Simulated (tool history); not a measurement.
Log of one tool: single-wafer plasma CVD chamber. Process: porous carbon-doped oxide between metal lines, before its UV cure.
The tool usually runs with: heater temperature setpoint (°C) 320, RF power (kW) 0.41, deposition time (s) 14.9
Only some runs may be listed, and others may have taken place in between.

run    day  heater temperature setpoint (°C)  RF power (kW)  deposition time (s)  wafers since the last listed run  hours since the last thermocouple change  hours since the last RF generator calibration  hours since the showerhead was replaced  hours since the gauge calibration  read-back reference wafer on the same gauge, thickness_nm  mean film thickness on the monitor wafer (angstrom)
  1      0                               316           0.37                 14.9                                 0                                     912.8                                         1401.9                                   3798.7                                  2                                                     59.268                                               603.66
  2   0.35                               316           0.37                 14.9                               203                                     921.2                                         1410.3                                   3807.1                               10.4                                                     59.283                                               604.79
  3  0.683                               316           0.37                 14.9                               193                                     929.2                                         1418.3                                   3815.1                               18.4                                                     59.302                                               605.07
  4  1.238                               328           0.41                 14.9                               322                                     942.5                                         1431.6                                   3828.4                               31.7                                                     59.295                                               629.22
  5  1.904                               328           0.41                 14.9                               387                                     958.5                                         1447.6                                   3844.4                               47.7                                                     59.278                                               629.53
     2.492  -- RF generator calibrated
  6  2.512                               328           0.41                 14.9                               159                                     973.1                                            0.5                                     3859                               62.3                                                     59.291                                                598.7
  7   2.75                               310           0.41                 16.6                               138                                     978.8                                            6.2                                   3864.7                                 68                                                     59.282                                               730.32
     3.242  -- showerhead replaced
     3.583  -- RF generator calibrated, repeated, since the last time left the tool worse
  8  3.604                               310           0.41                 16.6                               108                                     999.3                                            0.5                                      8.7                               88.5                                                     59.313                                               806.55
  9  3.646                               320          0.465                 13.5                                24                                    1000.3                                            1.5                                      9.7                               89.5                                                     59.293                                               705.52
 10  4.217                               320           0.41                 14.9                               331                                      1014                                           15.2                                     23.4                              103.2                                                     59.297                                               690.94
 11  4.946                               320           0.34                 14.9                               423                                    1031.5                                           32.7                                     40.9                              120.7                                                     59.319                                               570.92
     5.671  -- gauge calibrated
     5.708  -- thermocouple changed; heater temperature recalibrated
 12  5.729                               330           0.47                 12.4                               261                                       0.5                                           51.5                                     59.7                                1.4                                                      59.29                                               624.44
 13  6.188                               331          0.455                 17.2                               266                                      11.5                                           62.5                                     70.7                               12.4                                                     59.326                                               832.13
 14  6.488                               307          0.435                 15.9                               174                                      18.7                                           69.7                                     77.9                               19.6                                                     59.286                                               832.25
 15  6.804                               320           0.41                 14.9                               184                                      26.3                                           77.3                                     85.5                               27.2                                                     59.298                                               693.97
 16  7.488                               335           0.38                 13.5                               397                                      42.7                                           93.7                                    101.9                               43.6                                                      59.31                                                542.5
 17  8.012                               320           0.38                 14.9                               305                                      55.3                                          106.3                                    114.5                               56.2                                                     59.319                                               638.22

5 ways to go on from here, each from the tool as it stands after run 17. What would each give?
  A  8.029                               320           0.41                 14.9                                 9                                      55.7                                          106.7                                    114.9                               56.6                                                          ?                                                    ?
  B  8.029                               327           0.41                 17.2                                 9                                      55.7                                          106.7                                    114.9                               56.6                                                          ?                                                    ?
  C  8.029                               320           0.41                 17.2                                 9                                      55.7                                          106.7                                    114.9                               56.6                                                          ?                                                    ?
  D  8.029                               320           0.37                   12                                 9                                      55.7                                          106.7                                    114.9                               56.6                                                          ?                                                    ?
  E  8.029                               307          0.335                 16.2                                 9                                      55.7                                          106.7                                    114.9                               56.6                                                          ?                                                    ?

run  read-back reference wafer on the same gauge, thickness_nm  mean film thickness on the monitor wafer (angstrom)
  A                                                     59.295                                               693.22
  B                                                     59.295                                                769.3
  C                                                     59.295                                               796.13
  D                                                     59.295                                               507.59
  E                                                     59.295                                               654.02
With no hidden state in the tool, these same runs would have given:
run  mean film thickness on the monitor wafer (angstrom)
  A                                               696.79
  B                                               773.27
  C                                               800.23
  D                                                510.3
  E                                                657.5
